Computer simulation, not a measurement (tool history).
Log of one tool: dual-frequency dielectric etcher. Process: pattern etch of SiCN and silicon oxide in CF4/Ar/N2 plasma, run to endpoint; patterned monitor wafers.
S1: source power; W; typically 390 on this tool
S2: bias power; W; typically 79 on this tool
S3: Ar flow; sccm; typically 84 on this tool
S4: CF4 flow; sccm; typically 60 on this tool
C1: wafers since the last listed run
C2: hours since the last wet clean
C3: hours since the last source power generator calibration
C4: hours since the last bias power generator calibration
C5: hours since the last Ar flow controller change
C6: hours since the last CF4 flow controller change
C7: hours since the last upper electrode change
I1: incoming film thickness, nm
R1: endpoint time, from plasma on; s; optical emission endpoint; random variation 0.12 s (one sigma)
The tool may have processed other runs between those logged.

| run | hour | S1 | S2 | S3 | S4 | C1 | C2 | C3 | C4 | C5 | C6 | C7 | I1 | R1 |
|---|---|---|---|---|---|---|---|---|---|---|---|---|---|---|
| 1 | 0.0 | 390 | 79 | 84 | 60 | 0 | 177.7 | 1891.0 | 2414.9 | 2249.3 | 1565.3 | 5126.4 | 16.57 | 21.0 |
| 2 | 16.6 | 350 | 79 | 84 | 60 | 134 | 194.3 | 1907.6 | 2431.5 | 2265.9 | 1581.9 | 5143.0 | 16.71 | 23.4 |
| 3 | 29.6 | 390 | 79 | 84 | 60 | 105 | 207.3 | 1920.6 | 2444.5 | 2278.9 | 1594.9 | 5156.0 | 16.64 | 21.2 |
| 4 | 43.0 | 390 | 67 | 84 | 60 | 108 | 220.7 | 1934.0 | 2457.9 | 2292.3 | 1608.3 | 5169.4 | 16.66 | 22.7 |
|  | 51.0 | source power generator calibrated |
| 5 | 57.6 | 390 | 67 | 84 | 60 | 86 | 235.3 | 6.6 | 2472.5 | 2306.9 | 1622.9 | 5184.0 | 16.58 | 22.3 |
| 6 | 75.0 | 390 | 79 | 84 | 60 | 141 | 252.7 | 24.0 | 2489.9 | 2324.3 | 1640.3 | 5201.4 | 16.64 | 20.8 |
| 7 | 86.3 | 390 | 79 | 84 | 60 | 91 | 264.0 | 35.3 | 2501.2 | 2335.6 | 1651.6 | 5212.7 | 16.53 | 20.9 |
| 8 | 92.7 | 390 | 79 | 84 | 60 | 51 | 270.4 | 41.7 | 2507.6 | 2342.0 | 1658.0 | 5219.1 | 16.68 | 21.0 |
| 9 | 107.6 | 390 | 79 | 84 | 60 | 121 | 285.3 | 56.6 | 2522.5 | 2356.9 | 1672.9 | 5234.0 | 16.62 | 20.9 |
|  | 115.7 | CF4 flow controller replaced |
| 10 | 123.8 | 440 | 79 | 93 | 69 | 82 | 301.5 | 72.8 | 2538.7 | 2373.1 | 8.1 | 5250.2 | 16.51 | 18.3 |
|  | 136.7 | Ar flow controller replaced |
| 11 | 137.2 | 390 | 79 | 84 | 60 | 60 | 314.9 | 86.2 | 2552.1 | 0.5 | 21.5 | 5263.6 | 16.65 | 20.9 |
|  | 166.7 | bias power generator calibrated |
| 12 | 171.3 | 330 | 64 | 100 | 60 | 244 | 349.0 | 120.3 | 4.6 | 34.6 | 55.6 | 5297.7 | 16.76 | 27.3 |
|  | 202.0 | wet clean of the chamber |
|  | 221.3 | upper electrode replaced |
| 13 | 221.8 | 390 | 79 | 67 | 73 | 58 | 19.8 | 170.8 | 55.1 | 85.1 | 106.1 | 0.5 | 16.58 | 20.3 |
| 14 | 222.1 | 390 | 79 | 104 | 50 | 2 | 20.1 | 171.1 | 55.4 | 85.4 | 106.4 | 0.8 | 16.67 | 23.0 |
| 15 | 222.5 | 390 | 65 | 72 | 60 | 3 | 20.5 | 171.5 | 55.8 | 85.8 | 106.8 | 1.2 | 16.50 | 22.6 |
| 16 | 222.8 | 350 | 79 | 84 | 60 | 2 | 20.8 | 171.8 | 56.1 | 86.1 | 107.1 | 1.5 | 16.66 | 23.8 |
| 17 | 230.4 | 390 | 79 | 67 | 64 | 61 | 28.4 | 179.4 | 63.7 | 93.7 | 114.7 | 9.1 | 16.68 | 21.0 |
| 18 | 238.3 | 390 | 98 | 67 | 75 | 64 | 36.3 | 187.3 | 71.6 | 101.6 | 122.6 | 17.0 | 16.63 | 18.8 |
| 19 | 255.3 | 470 | 79 | 71 | 64 | 138 | 53.3 | 204.3 | 88.6 | 118.6 | 139.6 | 34.0 | 16.63 | 17.6 |
| 20 | 268.8 | 390 | 79 | 84 | 74 | 109 | 66.8 | 217.8 | 102.1 | 132.1 | 153.1 | 47.5 | 16.54 | 20.5 |
| 21 | 282.2 | 340 | 79 | 94 | 60 | 108 | 80.2 | 231.2 | 115.5 | 145.5 | 166.5 | 60.9 | 16.63 | 24.6 |
| 22 | 299.1 | 390 | 79 | 84 | 60 | 137 | 97.1 | 248.1 | 132.4 | 162.4 | 183.4 | 77.8 | 16.58 | 21.2 |
| 23 | 308.5 | 390 | 79 | 84 | 60 | 76 | 106.5 | 257.5 | 141.8 | 171.8 | 192.8 | 87.2 | 16.63 | 21.4 |

Here are 5 independent what-if runs from the current tool condition. What would each one return?
| A | 308.9 | 490 | 79 | 84 | 60 | 3 | 106.9 | 257.9 | 142.2 | 172.2 | 193.2 | 87.6 | 16.66 | ? |
| B | 308.9 | 360 | 79 | 84 | 60 | 3 | 106.9 | 257.9 | 142.2 | 172.2 | 193.2 | 87.6 | 16.66 | ? |
| C | 308.9 | 470 | 79 | 96 | 60 | 3 | 106.9 | 257.9 | 142.2 | 172.2 | 193.2 | 87.6 | 16.66 | ? |
| D | 308.9 | 320 | 79 | 84 | 60 | 3 | 106.9 | 257.9 | 142.2 | 172.2 | 193.2 | 87.6 | 16.66 | ? |
| E | 308.9 | 390 | 98 | 99 | 60 | 3 | 106.9 | 257.9 | 142.2 | 172.2 | 193.2 | 87.6 | 16.66 | ? |

| run | R1 |
|---|---|
| A | 17.1 |
| B | 22.8 |
| C | 18.1 |
| D | 25.4 |
| E | 19.6 |
With no hidden state in the tool, these same runs would have given:
| run | R1 |
|---|---|
| A | 17.4 |
| B | 23.1 |
| C | 18.3 |
| D | 25.8 |
| E | 19.9 |
